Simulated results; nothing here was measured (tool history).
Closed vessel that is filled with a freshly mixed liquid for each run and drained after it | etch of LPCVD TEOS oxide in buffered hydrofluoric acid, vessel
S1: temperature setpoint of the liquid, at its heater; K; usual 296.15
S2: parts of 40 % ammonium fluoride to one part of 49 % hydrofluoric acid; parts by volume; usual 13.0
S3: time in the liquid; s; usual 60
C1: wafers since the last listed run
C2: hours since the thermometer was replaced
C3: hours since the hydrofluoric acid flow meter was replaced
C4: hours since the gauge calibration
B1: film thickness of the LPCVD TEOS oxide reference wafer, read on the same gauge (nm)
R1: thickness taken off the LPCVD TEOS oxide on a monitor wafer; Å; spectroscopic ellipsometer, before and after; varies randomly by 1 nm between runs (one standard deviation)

Run 1, day 0.000: usual settings but S2 9.5 parts by volume, S3 50 s; C1 0; C2 1218.5; C3 440.5; C4 261.6; B1 109.98. Result: R1 1738.8 Å.
Run 2, day 1.721: usual settings but S2 9.5 parts by volume, S3 50 s; C1 5282; C2 1259.8; C3 481.8; C4 302.9; B1 110.00. Result: R1 1727.5 Å.
Run 3, day 4.354: usual settings; C1 8083; C2 1323.0; C3 545.0; C4 366.1; B1 110.01. Result: R1 1596.2 Å.
Run 4, day 6.512: usual settings but S2 9.0 parts by volume; C1 6625; C2 1374.8; C3 596.8; C4 417.9; B1 109.98. Result: R1 2239.7 Å.
Run 5, day 7.912: usual settings but S2 9.0 parts by volume; C1 4297; C2 1408.4; C3 630.4; C4 451.5; B1 109.98. Result: R1 2210.2 Å.
Run 6, day 12.175: usual settings; C1 13083; C2 1510.7; C3 732.7; C4 553.8; B1 110.02. Result: R1 1627.8 Å.
Run 7, day 14.708: usual settings; C1 7776; C2 1571.5; C3 793.5; C4 614.6; B1 110.01. Result: R1 1624.4 Å.
At day 15.038: hydrofluoric acid flow meter replaced.
Run 8, day 16.529: usual settings; C1 5461; C2 1615.2; C3 35.8; C4 658.3; B1 110.01. Result: R1 1556.1 Å.
At day 18.125: thermometer replaced.
Run 9, day 18.921: usual settings; C1 7213; C2 19.1; C3 93.2; C4 715.7; B1 110.03. Result: R1 1567.5 Å.
Run 10, day 20.404: usual settings; C1 4553; C2 54.7; C3 128.8; C4 751.3; B1 110.03. Result: R1 1563.1 Å.
Run 11, day 21.633: usual settings; C1 3772; C2 84.2; C3 158.3; C4 780.8; B1 110.02. Result: R1 1569.2 Å.
Run 12, day 24.492: usual settings; C1 8773; C2 152.8; C3 226.9; C4 849.4; B1 110.02. Result: R1 1575.7 Å.
Run 13, day 26.325: usual settings but S1 299.15 K, S2 11.5 parts by volume, S3 85 s; C1 5627; C2 196.8; C3 270.9; C4 893.4; B1 110.04. Result: R1 2965.4 Å.
Run 14, day 27.575: usual settings; C1 3836; C2 226.8; C3 300.9; C4 923.4; B1 109.99. Result: R1 1587.2 Å.
Run 15, day 28.962: usual settings but S1 291.65 K, S2 18.0 parts by volume; C1 4258; C2 260.1; C3 334.2; C4 956.7; B1 110.00. Result: R1 883.7 Å.
Run 16, day 32.292: usual settings but S1 294.65 K, S3 35 s; C1 10218; C2 340.0; C3 414.1; C4 1036.6; B1 109.96. Result: R1 840.7 Å.
Run 17, day 33.600: usual settings but S1 300.15 K, S2 11.0 parts by volume, S3 35 s; C1 4015; C2 371.4; C3 445.5; C4 1068.0; B1 109.99. Result: R1 1348.3 Å.
Run 18, day 36.538: usual settings but S1 298.15 K, S2 15.0 parts by volume, S3 85 s; C1 9016; C2 441.9; C3 516.0; C4 1138.5; B1 109.99. Result: R1 2191.2 Å.
At day 36.608: gauge calibrated.
Run 19, day 38.721: usual settings; C1 6701; C2 494.3; C3 568.4; C4 50.7; B1 110.01. Result: R1 1581.9 Å.
Run 20, day 39.967: usual settings but S1 294.15 K, S2 16.0 parts by volume, S3 35 s; C1 3824; C2 524.2; C3 598.3; C4 80.6; B1 110.02. Result: R1 682.3 Å.
Run 21, day 42.346: usual settings but S3 40 s; C1 7302; C2 581.3; C3 655.4; C4 137.7; B1 109.97. Result: R1 1058.5 Å.
Run 22, day 44.200: usual settings but S3 70 s; C1 5691; C2 625.8; C3 699.9; C4 182.2; B1 109.99. Result: R1 1882.9 Å.
Run 23, day 46.646: usual settings; C1 7507; C2 684.5; C3 758.6; C4 240.9; B1 110.01. Result: R1 1603.6 Å.
Run 24, day 49.354: usual settings but S1 300.15 K, S2 11.5 parts by volume, S3 40 s; C1 8313; C2 749.5; C3 823.6; C4 305.9; B1 110.02. Result: R1 1496.4 Å.

Each run again, without the hidden state but with its own random variation kept:
Hidden state present: liquid colder than its thermometer reads (K); hydrofluoric acid flow above the setpoint (%); gauge reads high (%).
run      R1
  1  1708.5
  2  1694.9
  3  1543.8
  4  2151.4
  5  2118.9
  6  1558.0
  7  1549.5
  8  1550.8
  9  1557.0
 10  1549.5
 11  1552.8
 12  1553.2
 13  2915.9
 14  1557.8
 15   865.5
 16   819.8
 17  1312.7
 18  2124.3
 19  1529.2
 20   658.3
 21  1018.3
 22  1806.8
 23  1533.7
 24  1426.4
